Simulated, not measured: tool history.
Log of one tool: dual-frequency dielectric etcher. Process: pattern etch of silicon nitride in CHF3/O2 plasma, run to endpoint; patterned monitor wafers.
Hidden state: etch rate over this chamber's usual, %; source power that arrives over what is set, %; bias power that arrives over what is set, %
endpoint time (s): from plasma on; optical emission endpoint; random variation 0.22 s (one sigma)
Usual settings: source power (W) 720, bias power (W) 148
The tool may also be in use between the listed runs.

| run | day | source power (W) | bias power (W) | wafers since the last listed run | hours since the last wet clean | hours since the last source power generator calibration | hours since the last bias power generator calibration | hours since the last upper electrode change | incoming incoming film thickness, nm | endpoint time (s) |
|---|---|---|---|---|---|---|---|---|---|---|
| 1 | 0.000 | 720 | 148 | 0 | 505.2 | 1596.7 | 2045.2 | 4612.7 | 69.8 | 53.2 |
| 2 | 0.338 | 720 | 148 | 131 | 513.3 | 1604.8 | 2053.3 | 4620.8 | 71.0 | 54.4 |
| 3 | 0.821 | 720 | 148 | 188 | 524.9 | 1616.4 | 2064.9 | 4632.4 | 71.0 | 54.7 |
| 4 | 1.454 | 720 | 148 | 246 | 540.1 | 1631.6 | 2080.1 | 4647.6 | 71.1 | 54.4 |
| 5 | 2.000 | 720 | 148 | 212 | 553.2 | 1644.7 | 2093.2 | 4660.7 | 70.7 | 54.2 |
| 6 | 2.650 | 720 | 161 | 253 | 568.8 | 1660.3 | 2108.8 | 4676.3 | 70.0 | 52.0 |
| 7 | 3.146 | 720 | 161 | 193 | 580.7 | 1672.2 | 2120.7 | 4688.2 | 69.7 | 52.1 |
| 8 | 3.517 | 720 | 148 | 144 | 589.6 | 1681.1 | 2129.6 | 4697.1 | 70.5 | 54.0 |
| 9 | 3.883 | 720 | 156 | 142 | 598.4 | 1689.9 | 2138.4 | 4705.9 | 70.8 | 52.8 |
| 10 | 4.533 | 720 | 156 | 253 | 614.0 | 1705.5 | 2154.0 | 4721.5 | 70.6 | 53.2 |
| 11 | 5.112 | 720 | 148 | 225 | 627.9 | 1719.4 | 2167.9 | 4735.4 | 70.3 | 53.9 |
| 12 | 5.729 | 720 | 148 | 240 | 642.7 | 1734.2 | 2182.7 | 4750.2 | 70.6 | 54.2 |
|  | 7.108 | wet clean of the chamber |
| 13 | 7.129 | 720 | 175 | 155 | 0.5 | 1767.8 | 2216.3 | 4783.8 | 70.7 | 51.0 |
| 14 | 7.146 | 880 | 164 | 6 | 0.9 | 1768.2 | 2216.7 | 4784.2 | 71.4 | 49.3 |
| 15 | 7.554 | 720 | 172 | 159 | 10.7 | 1778.0 | 2226.5 | 4794.0 | 71.2 | 51.7 |
| 16 | 7.904 | 720 | 148 | 136 | 19.1 | 1786.4 | 2234.9 | 4802.4 | 70.3 | 53.8 |
| 17 | 8.504 | 860 | 170 | 233 | 33.5 | 1800.8 | 2249.3 | 4816.8 | 69.8 | 47.5 |
|  | 8.825 | bias power generator calibrated |
| 18 | 9.004 | 600 | 148 | 129 | 45.5 | 1812.8 | 4.3 | 4828.8 | 70.2 | 57.7 |
| 19 | 10.567 | 840 | 180 | 608 | 83.0 | 1850.3 | 41.8 | 4866.3 | 70.2 | 47.4 |
|  | 11.650 | source power generator calibrated |
|  | 12.129 | upper electrode replaced |
| 20 | 12.150 | 720 | 148 | 364 | 121.0 | 12.0 | 79.8 | 0.5 | 70.1 | 53.7 |
| 21 | 12.162 | 720 | 148 | 4 | 121.3 | 12.3 | 80.1 | 0.8 | 69.9 | 53.7 |
| 22 | 12.179 | 820 | 131 | 6 | 121.7 | 12.7 | 80.5 | 1.2 | 70.7 | 54.4 |
| 23 | 12.292 | 600 | 111 | 43 | 124.4 | 15.4 | 83.2 | 3.9 | 70.7 | 64.4 |
| 24 | 12.550 | 780 | 137 | 100 | 130.6 | 21.6 | 89.4 | 10.1 | 70.3 | 53.6 |
| 25 | 13.038 | 650 | 148 | 189 | 142.3 | 33.3 | 101.1 | 21.8 | 70.7 | 56.1 |
| 26 | 13.362 | 720 | 148 | 126 | 150.1 | 41.1 | 108.9 | 29.6 | 71.3 | 54.7 |
| 27 | 13.954 | 720 | 148 | 230 | 164.3 | 55.3 | 123.1 | 43.8 | 70.1 | 54.0 |
| 28 | 14.296 | 720 | 166 | 133 | 172.5 | 63.5 | 131.3 | 52.0 | 70.5 | 51.6 |
| 29 | 14.679 | 720 | 175 | 149 | 181.7 | 72.7 | 140.5 | 61.2 | 70.2 | 50.3 |
| 30 | 15.300 | 780 | 121 | 241 | 196.6 | 87.6 | 155.4 | 76.1 | 70.1 | 56.0 |
| 31 | 15.967 | 720 | 135 | 259 | 212.6 | 103.6 | 171.4 | 92.1 | 70.1 | 55.9 |
| 32 | 17.512 | 610 | 123 | 602 | 249.7 | 140.7 | 208.5 | 129.2 | 70.4 | 61.5 |
| 33 | 18.062 | 820 | 131 | 214 | 262.9 | 153.9 | 221.7 | 142.4 | 70.2 | 53.7 |
| 34 | 18.683 | 880 | 128 | 241 | 277.8 | 168.8 | 236.6 | 157.3 | 70.6 | 52.5 |
| 35 | 19.383 | 670 | 148 | 272 | 294.6 | 185.6 | 253.4 | 174.1 | 69.7 | 54.5 |
| 36 | 20.096 | 590 | 128 | 277 | 311.7 | 202.7 | 270.5 | 191.2 | 70.3 | 61.4 |

4 ways to go on from here, each from the tool as it stands after run 36. What would each give?
| A | 20.112 | 720 | 148 | 6 | 312.1 | 203.1 | 270.9 | 191.6 | 70.2 | ? |
| B | 20.112 | 610 | 177 | 6 | 312.1 | 203.1 | 270.9 | 191.6 | 70.2 | ? |
| C | 20.112 | 660 | 148 | 6 | 312.1 | 203.1 | 270.9 | 191.6 | 70.2 | ? |
| D | 20.112 | 720 | 160 | 6 | 312.1 | 203.1 | 270.9 | 191.6 | 70.2 | ? |

| run | endpoint time (s) |
|---|---|
| A | 54.0 |
| B | 53.7 |
| C | 55.7 |
| D | 52.5 |
Without the tool's hidden state the same runs would have given:
| run | endpoint time (s) |
|---|---|
| A | 54.0 |
| B | 53.7 |
| C | 55.7 |
| D | 52.5 |
